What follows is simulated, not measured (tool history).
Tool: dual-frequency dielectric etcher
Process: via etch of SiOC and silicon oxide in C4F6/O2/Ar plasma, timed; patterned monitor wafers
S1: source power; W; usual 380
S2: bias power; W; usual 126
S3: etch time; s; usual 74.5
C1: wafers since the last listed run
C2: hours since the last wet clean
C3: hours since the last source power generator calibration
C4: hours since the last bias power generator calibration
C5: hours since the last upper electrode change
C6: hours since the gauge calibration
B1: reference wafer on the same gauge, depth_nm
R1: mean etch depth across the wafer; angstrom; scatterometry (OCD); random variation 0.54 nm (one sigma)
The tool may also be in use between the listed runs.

run	hour	S1	S2	S3	C1	C2	C3	C4	C5	C6	B1	R1
1	0.0	380	126	74.5	0	44.1	2888.3	3525.6	4073.2	2362.8	92.4	827
2	65.8	380	126	74.5	505	109.9	2954.1	3591.4	4139.0	2428.6	92.5	821
# hour 70.4: gauge calibrated
3	247.8	380	126	74.5	1399	291.9	3136.1	3773.4	4321.0	177.4	92.4	804
4	293.8	380	126	74.5	353	337.9	3182.1	3819.4	4367.0	223.4	92.6	801
# hour 326.5: source power generator calibrated
5	340.8	380	126	74.5	330	384.9	14.3	3866.4	4414.0	270.4	92.5	808
# hour 360.5: bias power generator calibrated
6	389.8	380	126	86.5	345	433.9	63.3	29.3	4463.0	319.4	92.5	936
7	453.1	430	126	59.0	486	497.2	126.6	92.6	4526.3	382.7	92.5	673
# hour 490.0: wet clean of the chamber
8	507.0	430	126	59.0	229	17.0	180.5	146.5	4580.2	436.6	92.6	695
9	537.9	430	116	53.5	237	47.9	211.4	177.4	4611.1	467.5	92.5	616
10	685.1	380	126	74.5	1131	195.1	358.6	324.6	4758.3	614.7	92.5	816
11	736.7	380	138	87.5	396	246.7	410.2	376.2	4809.9	666.3	92.6	984
12	788.6	380	126	74.5	399	298.6	462.1	428.1	4861.8	718.2	92.5	817
13	848.2	340	126	68.5	458	358.2	521.7	487.7	4921.4	777.8	92.4	705
# hour 907.3: wet clean of the chamber
14	907.8	310	95	61.0	273	0.5	581.3	547.3	4981.0	837.4	92.5	571
15	953.1	380	126	74.5	348	45.8	626.6	592.6	5026.3	882.7	92.6	824

Run 16 comes next. What will it give?
16	1016.2	470	100	87.0	485	108.9	689.7	655.7	5089.4	945.8	?	?

{"run 16": {"B1": 92.5, "R1": 993}}
Without the tool's hidden state the same run would have given R1 998 angstrom.
